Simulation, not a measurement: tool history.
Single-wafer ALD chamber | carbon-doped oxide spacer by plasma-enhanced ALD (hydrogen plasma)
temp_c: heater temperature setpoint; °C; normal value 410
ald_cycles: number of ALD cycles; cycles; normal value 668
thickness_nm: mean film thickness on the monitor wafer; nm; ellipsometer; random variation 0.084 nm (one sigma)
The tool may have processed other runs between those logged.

run	hour	temp_c	ald_cycles	wafers since the last listed run	hours since the last thermocouple change	hours since the gauge calibration	read-back reference wafer on the same gauge, thickness_nm	thickness_nm
1	0.0	410	566	0	1467.1	207.9	35.393	28.890
2	8.0	410	566	5	1475.1	215.9	35.389	28.901
3	21.2	410	723	8	1488.3	229.1	35.403	36.855
4	37.4	410	723	10	1504.5	245.3	35.440	36.774
5	53.5	410	723	10	1520.6	261.4	35.437	37.100
6	69.1	410	613	9	1536.2	277.0	35.488	31.348
7	81.1	410	613	7	1548.2	289.0	35.503	31.272
8	98.6	405	758	11	1565.7	306.5	35.494	39.349
9	150.0	405	758	32	1617.1	357.9	35.573	39.423
10	159.8	405	758	6	1626.9	367.7	35.570	39.452
11	173.4	410	668	8	1640.5	381.3	35.611	34.095
12	186.3	410	668	8	1653.4	394.2	35.613	34.254
13	204.0	410	668	11	1671.1	411.9	35.620	34.346
14	214.8	410	668	6	1681.9	422.7	35.664	34.154
15	228.0	410	668	8	1695.1	435.9	35.658	34.287
16	234.4	404	668	4	1701.5	442.3	35.681	34.953
17	242.7	410	668	5	1709.8	450.6	35.679	34.402
# hour 265.9: gauge calibrated
18	269.5	410	668	16	1736.6	3.6	35.134	33.757
19	275.9	410	668	4	1743.0	10.0	35.145	33.813
20	289.2	410	668	8	1756.3	23.3	35.149	33.658
21	301.2	410	668	7	1768.3	35.3	35.172	33.799
22	319.1	396	773	11	1786.2	53.2	35.203	40.485
23	330.4	405	758	7	1797.5	64.5	35.215	39.133
24	346.0	424	774	9	1813.1	80.1	35.255	37.321
# hour 361.4: thermocouple changed; heater temperature recalibrated
25	361.9	410	668	4	0.5	96.0	35.238	33.905
26	365.6	420	668	2	4.2	99.7	35.242	32.679

For run 27, what comes out?
27	375.6	421	624	6	14.2	109.7	?	?

{"run 27": {"read-back reference wafer on the same gauge, thickness_nm": 35.275, "thickness_nm": 30.533}}
Were there no unlogged condition in the tool, this run, its random variation unchanged, would have produced thickness_nm 30.390 nm.
